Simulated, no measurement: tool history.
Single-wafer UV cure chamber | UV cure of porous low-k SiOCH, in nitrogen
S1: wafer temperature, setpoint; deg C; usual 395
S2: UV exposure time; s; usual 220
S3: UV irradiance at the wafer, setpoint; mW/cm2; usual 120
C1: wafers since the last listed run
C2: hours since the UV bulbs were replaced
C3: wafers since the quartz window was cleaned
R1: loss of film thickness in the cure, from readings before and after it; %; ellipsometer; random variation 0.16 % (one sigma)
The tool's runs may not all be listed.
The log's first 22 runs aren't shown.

Run 23, day 9.462: usual settings; C1 53; C2 1961.5; C3 471. Result: R1 10.547 %.
Run 24, day 9.996: usual settings but S3 84 mW/cm2; C1 85; C2 1974.3; C3 556. Result: R1 9.099 %.
Run 25, day 10.646: usual settings but S1 402 deg C, S2 330 s, S3 140 mW/cm2; C1 103; C2 1989.9; C3 659. Result: R1 12.836 %.
At day 11.154: quartz window cleaned.
Run 26, day 11.175: usual settings; C1 31; C2 2002.6; C3 3. Result: R1 10.647 %.
Run 27, day 11.55: usual settings but S2 265 s; C1 59; C2 2011.6; C3 63. Result: R1 11.071 %.
Run 28, day 11.975: usual settings but S1 414 deg C; C1 67; C2 2021.8; C3 131. Result: R1 10.848 %.
Run 29, day 12.504: usual settings but S1 390 deg C, S2 335 s, S3 141 mW/cm2; C1 84; C2 2034.5; C3 215. Result: R1 12.92 %.
Run 30, day 12.792: usual settings but S1 412 deg C, S2 260 s, S3 157 mW/cm2; C1 45; C2 2041.4; C3 261. Result: R1 12.634 %.
Run 31, day 15.033: usual settings but S1 411 deg C, S2 155 s, S3 150 mW/cm2; C1 357; C2 2095.2; C3 619. Result: R1 9.756 %.
Run 32, day 15.338: usual settings but S2 175 s; C1 48; C2 2102.5; C3 668. Result: R1 9.216 %.
Run 33, day 15.975: usual settings; C1 101; C2 2117.8; C3 769. Result: R1 10.092 %.

Forecast run 34:
At day 16.417: UV bulbs replaced.
At day 16.754: quartz window cleaned.
Run 34, day 16.775: usual settings; C1 21; C2 8.6; C3 3. Result: R1 ?.

Run 34 gave R1 10.734 %.
Without the tool's hidden state the same run would have given R1 10.739 %.
